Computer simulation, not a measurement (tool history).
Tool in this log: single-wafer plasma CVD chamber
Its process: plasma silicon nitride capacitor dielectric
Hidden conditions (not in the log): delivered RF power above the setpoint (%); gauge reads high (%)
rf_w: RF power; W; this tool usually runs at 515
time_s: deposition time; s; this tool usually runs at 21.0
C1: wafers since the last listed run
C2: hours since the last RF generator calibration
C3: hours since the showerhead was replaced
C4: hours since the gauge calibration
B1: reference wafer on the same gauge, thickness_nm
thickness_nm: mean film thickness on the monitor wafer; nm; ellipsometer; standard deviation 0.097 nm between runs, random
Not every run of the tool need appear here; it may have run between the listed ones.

Run 1, hour 0.0: usual settings; C1 0; C2 1017.1; C3 5052.8; C4 402.1; B1 35.991. Result: thickness_nm 33.126 nm.
Run 2, hour 47.0: usual settings; C1 1569; C2 1064.1; C3 5099.8; C4 449.1; B1 36.004. Result: thickness_nm 33.102 nm.
Run 3, hour 114.9: usual settings but time_s 22.9 s; C1 2266; C2 1132.0; C3 5167.7; C4 517.0; B1 36.012. Result: thickness_nm 36.205 nm.
Run 4, hour 144.8: usual settings but time_s 22.9 s; C1 998; C2 1161.9; C3 5197.6; C4 546.9; B1 36.021. Result: thickness_nm 35.844 nm.
Run 5, hour 215.8: usual settings but time_s 22.9 s; C1 2370; C2 1232.9; C3 5268.6; C4 617.9; B1 35.998. Result: thickness_nm 35.985 nm.
Run 6, hour 271.8: usual settings but rf_w 580 W, time_s 20.0 s; C1 1869; C2 1288.9; C3 5324.6; C4 673.9; B1 36.018. Result: thickness_nm 32.420 nm.
Run 7, hour 306.8: usual settings but rf_w 580 W, time_s 20.0 s; C1 1168; C2 1323.9; C3 5359.6; C4 708.9; B1 35.972. Result: thickness_nm 32.582 nm.
At hour 358.6: showerhead replaced.
Run 8, hour 375.1: usual settings but rf_w 445 W, time_s 24.2 s; C1 2013; C2 1392.2; C3 16.5; C4 777.2; B1 35.991. Result: thickness_nm 36.651 nm.
Run 9, hour 406.7: usual settings but rf_w 580 W; C1 1054; C2 1423.8; C3 48.1; C4 808.8; B1 36.010. Result: thickness_nm 34.011 nm.
Run 10, hour 453.5: usual settings but rf_w 580 W; C1 1562; C2 1470.6; C3 94.9; C4 855.6; B1 35.982. Result: thickness_nm 34.058 nm.
Run 11, hour 513.2: usual settings but time_s 19.8 s; C1 1993; C2 1530.3; C3 154.6; C4 915.3; B1 36.033. Result: thickness_nm 31.107 nm.
Run 12, hour 563.7: usual settings but time_s 17.6 s; C1 1685; C2 1580.8; C3 205.1; C4 965.8; B1 35.979. Result: thickness_nm 27.692 nm.
Run 13, hour 672.1: usual settings but rf_w 540 W, time_s 19.1 s; C1 3618; C2 1689.2; C3 313.5; C4 1074.2; B1 36.007. Result: thickness_nm 30.415 nm.
Run 14, hour 727.6: usual settings; C1 1852; C2 1744.7; C3 369.0; C4 1129.7; B1 35.991. Result: thickness_nm 32.924 nm.
Run 15, hour 784.9: usual settings but rf_w 610 W, time_s 18.8 s; C1 1912; C2 1802.0; C3 426.3; C4 1187.0; B1 36.002. Result: thickness_nm 30.798 nm.
At hour 799.0: gauge calibrated.
At hour 802.7: RF generator calibrated.
Run 16, hour 841.3: usual settings but time_s 18.6 s; C1 1615; C2 38.6; C3 482.7; C4 42.3; B1 35.983. Result: thickness_nm 29.978 nm.
Run 17, hour 871.0: usual settings; C1 991; C2 68.3; C3 512.4; C4 72.0; B1 36.025. Result: thickness_nm 33.743 nm.
Run 18, hour 930.0: usual settings but rf_w 580 W, time_s 20.0 s; C1 1969; C2 127.3; C3 571.4; C4 131.0; B1 35.991. Result: thickness_nm 33.064 nm.
Run 19, hour 966.4: usual settings but rf_w 435 W; C1 1215; C2 163.7; C3 607.8; C4 167.4; B1 35.988. Result: thickness_nm 32.214 nm.
Run 20, hour 1057.6: usual settings but rf_w 560 W, time_s 18.7 s; C1 3044; C2 254.9; C3 699.0; C4 258.6; B1 35.993. Result: thickness_nm 30.441 nm.
Run 21, hour 1119.6: usual settings but rf_w 600 W; C1 2069; C2 316.9; C3 761.0; C4 320.6; B1 35.996. Result: thickness_nm 34.671 nm.

Branching from run 21: 3 alternative next runs. What would each branch give?
Run A, hour 1120.0: usual settings; C1 13; C2 317.3; C3 761.4; C4 321.0; B1 ?. Result: thickness_nm ?.
Run B, hour 1120.0: usual settings but rf_w 450 W, time_s 18.5 s; C1 13; C2 317.3; C3 761.4; C4 321.0; B1 ?. Result: thickness_nm ?.
Run C, hour 1120.0: usual settings but rf_w 560 W, time_s 23.7 s; C1 13; C2 317.3; C3 761.4; C4 321.0; B1 ?. Result: thickness_nm ?.

run      B1  thickness_nm
  A  36.002        33.506
  B  36.002        28.522
  C  36.002        38.641
Without the tool's hidden state the same runs would have given:
run  thickness_nm
  A        33.884
  B        28.844
  C        39.077

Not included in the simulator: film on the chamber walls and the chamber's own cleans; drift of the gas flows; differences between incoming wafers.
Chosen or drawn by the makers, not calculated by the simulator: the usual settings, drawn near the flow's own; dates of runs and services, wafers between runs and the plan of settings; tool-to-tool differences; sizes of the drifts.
